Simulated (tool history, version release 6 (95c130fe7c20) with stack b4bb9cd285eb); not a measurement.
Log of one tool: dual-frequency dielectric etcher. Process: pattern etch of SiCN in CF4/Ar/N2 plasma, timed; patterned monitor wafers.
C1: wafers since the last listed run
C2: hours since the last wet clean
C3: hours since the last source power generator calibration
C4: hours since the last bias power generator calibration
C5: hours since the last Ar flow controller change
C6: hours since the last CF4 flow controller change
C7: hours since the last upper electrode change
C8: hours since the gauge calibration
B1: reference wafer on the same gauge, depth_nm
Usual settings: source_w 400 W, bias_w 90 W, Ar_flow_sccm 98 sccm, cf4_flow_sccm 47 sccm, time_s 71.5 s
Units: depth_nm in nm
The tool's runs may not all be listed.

{"run": 1, "hour": 0.0, "source_w": 400, "bias_w": 90, "Ar_flow_sccm": 98, "cf4_flow_sccm": 47, "time_s": 71.5, "C1": 0, "C2": 239.3, "C3": 2760.4, "C4": 3204.9, "C5": 4746.6, "C6": 5958.3, "C7": 11.9, "C8": 0.4, "B1": 62.2, "depth_nm": 58.7}
{"run": 2, "hour": 12.6, "source_w": 400, "bias_w": 90, "Ar_flow_sccm": 98, "cf4_flow_sccm": 47, "time_s": 71.5, "C1": 161, "C2": 251.9, "C3": 2773.0, "C4": 3217.5, "C5": 4759.2, "C6": 5970.9, "C7": 24.5, "C8": 13.0, "B1": 62.2, "depth_nm": 58.0}
{"run": 3, "hour": 27.2, "source_w": 400, "bias_w": 90, "Ar_flow_sccm": 98, "cf4_flow_sccm": 47, "time_s": 71.5, "C1": 187, "C2": 266.5, "C3": 2787.6, "C4": 3232.1, "C5": 4773.8, "C6": 5985.5, "C7": 39.1, "C8": 27.6, "B1": 62.2, "depth_nm": 58.5}
{"run": 4, "hour": 34.9, "source_w": 400, "bias_w": 96, "Ar_flow_sccm": 98, "cf4_flow_sccm": 47, "time_s": 71.5, "C1": 98, "C2": 274.2, "C3": 2795.3, "C4": 3239.8, "C5": 4781.5, "C6": 5993.2, "C7": 46.8, "C8": 35.3, "B1": 62.2, "depth_nm": 59.9}
{"hour": 40.0, "done": "source power generator calibrated"}
{"hour": 47.6, "done": "Ar flow controller replaced"}
{"run": 5, "hour": 48.1, "source_w": 440, "bias_w": 69, "Ar_flow_sccm": 105, "cf4_flow_sccm": 47, "time_s": 82.0, "C1": 40, "C2": 287.4, "C3": 8.1, "C4": 3253.0, "C5": 0.5, "C6": 6006.4, "C7": 60.0, "C8": 48.5, "B1": 62.3, "depth_nm": 65.5}
{"run": 6, "hour": 63.1, "source_w": 400, "bias_w": 98, "Ar_flow_sccm": 74, "cf4_flow_sccm": 50, "time_s": 71.5, "C1": 192, "C2": 302.4, "C3": 23.1, "C4": 3268.0, "C5": 15.5, "C6": 6021.4, "C7": 75.0, "C8": 63.5, "B1": 62.1, "depth_nm": 63.4}
{"run": 7, "hour": 73.1, "source_w": 400, "bias_w": 96, "Ar_flow_sccm": 98, "cf4_flow_sccm": 51, "time_s": 71.5, "C1": 128, "C2": 312.4, "C3": 33.1, "C4": 3278.0, "C5": 25.5, "C6": 6031.4, "C7": 85.0, "C8": 73.5, "B1": 62.2, "depth_nm": 60.5}
{"run": 8, "hour": 79.9, "source_w": 400, "bias_w": 90, "Ar_flow_sccm": 98, "cf4_flow_sccm": 35, "time_s": 71.5, "C1": 87, "C2": 319.2, "C3": 39.9, "C4": 3284.8, "C5": 32.3, "C6": 6038.2, "C7": 91.8, "C8": 80.3, "B1": 62.1, "depth_nm": 54.6}
{"run": 9, "hour": 93.7, "source_w": 400, "bias_w": 90, "Ar_flow_sccm": 98, "cf4_flow_sccm": 47, "time_s": 71.5, "C1": 176, "C2": 333.0, "C3": 53.7, "C4": 3298.6, "C5": 46.1, "C6": 6052.0, "C7": 105.6, "C8": 94.1, "B1": 62.2, "depth_nm": 58.1}
{"hour": 101.6, "done": "CF4 flow controller replaced"}
{"run": 10, "hour": 103.1, "source_w": 330, "bias_w": 90, "Ar_flow_sccm": 98, "cf4_flow_sccm": 41, "time_s": 71.5, "C1": 43, "C2": 342.4, "C3": 63.1, "C4": 3308.0, "C5": 55.5, "C6": 1.5, "C7": 115.0, "C8": 103.5, "B1": 62.3, "depth_nm": 46.7}
{"run": 11, "hour": 116.4, "source_w": 400, "bias_w": 90, "Ar_flow_sccm": 98, "cf4_flow_sccm": 47, "time_s": 58.0, "C1": 170, "C2": 355.7, "C3": 76.4, "C4": 3321.3, "C5": 68.8, "C6": 14.8, "C7": 128.3, "C8": 116.8, "B1": 62.1, "depth_nm": 47.1}
{"hour": 143.0, "done": "wet clean of the chamber"}
{"run": 12, "hour": 143.5, "source_w": 400, "bias_w": 90, "Ar_flow_sccm": 98, "cf4_flow_sccm": 47, "time_s": 71.5, "C1": 39, "C2": 0.5, "C3": 103.5, "C4": 3348.4, "C5": 95.9, "C6": 41.9, "C7": 155.4, "C8": 143.9, "B1": 62.1, "depth_nm": 59.0}
{"run": 13, "hour": 171.3, "source_w": 400, "bias_w": 90, "Ar_flow_sccm": 98, "cf4_flow_sccm": 50, "time_s": 71.5, "C1": 356, "C2": 28.3, "C3": 131.3, "C4": 3376.2, "C5": 123.7, "C6": 69.7, "C7": 183.2, "C8": 171.7, "B1": 62.2, "depth_nm": 59.3}
{"hour": 175.8, "done": "bias power generator calibrated"}
{"run": 14, "hour": 178.1, "source_w": 400, "bias_w": 90, "Ar_flow_sccm": 87, "cf4_flow_sccm": 47, "time_s": 65.5, "C1": 35, "C2": 35.1, "C3": 138.1, "C4": 2.3, "C5": 130.5, "C6": 76.5, "C7": 190.0, "C8": 178.5, "B1": 62.2, "depth_nm": 54.6}
{"run": 15, "hour": 191.9, "source_w": 400, "bias_w": 90, "Ar_flow_sccm": 98, "cf4_flow_sccm": 47, "time_s": 88.5, "C1": 176, "C2": 48.9, "C3": 151.9, "C4": 16.1, "C5": 144.3, "C6": 90.3, "C7": 203.8, "C8": 192.3, "B1": 62.2, "depth_nm": 73.0}
{"run": 16, "hour": 207.3, "source_w": 400, "bias_w": 84, "Ar_flow_sccm": 98, "cf4_flow_sccm": 47, "time_s": 65.0, "C1": 197, "C2": 64.3, "C3": 167.3, "C4": 31.5, "C5": 159.7, "C6": 105.7, "C7": 219.2, "C8": 207.7, "B1": 62.3, "depth_nm": 52.2}
{"run": 17, "hour": 221.2, "source_w": 400, "bias_w": 90, "Ar_flow_sccm": 98, "cf4_flow_sccm": 47, "time_s": 71.5, "C1": 178, "C2": 78.2, "C3": 181.2, "C4": 45.4, "C5": 173.6, "C6": 119.6, "C7": 233.1, "C8": 221.6, "B1": 62.2, "depth_nm": 58.4}
{"run": 18, "hour": 229.4, "source_w": 400, "bias_w": 90, "Ar_flow_sccm": 107, "cf4_flow_sccm": 47, "time_s": 71.5, "C1": 105, "C2": 86.4, "C3": 189.4, "C4": 53.6, "C5": 181.8, "C6": 127.8, "C7": 241.3, "C8": 229.8, "B1": 62.2, "depth_nm": 57.9}

Forecast run 19:
{"run": 19, "hour": 254.5, "source_w": 400, "bias_w": 90, "Ar_flow_sccm": 98, "cf4_flow_sccm": 47, "time_s": 71.5, "C1": 321, "C2": 111.5, "C3": 214.5, "C4": 78.7, "C5": 206.9, "C6": 152.9, "C7": 266.4, "C8": 254.9, "B1": "?", "depth_nm": "?"}

{"run 19": {"B1": 62.2, "depth_nm": 58.6}}
Without the tool's hidden state the same run would have given depth_nm 58.9 nm.
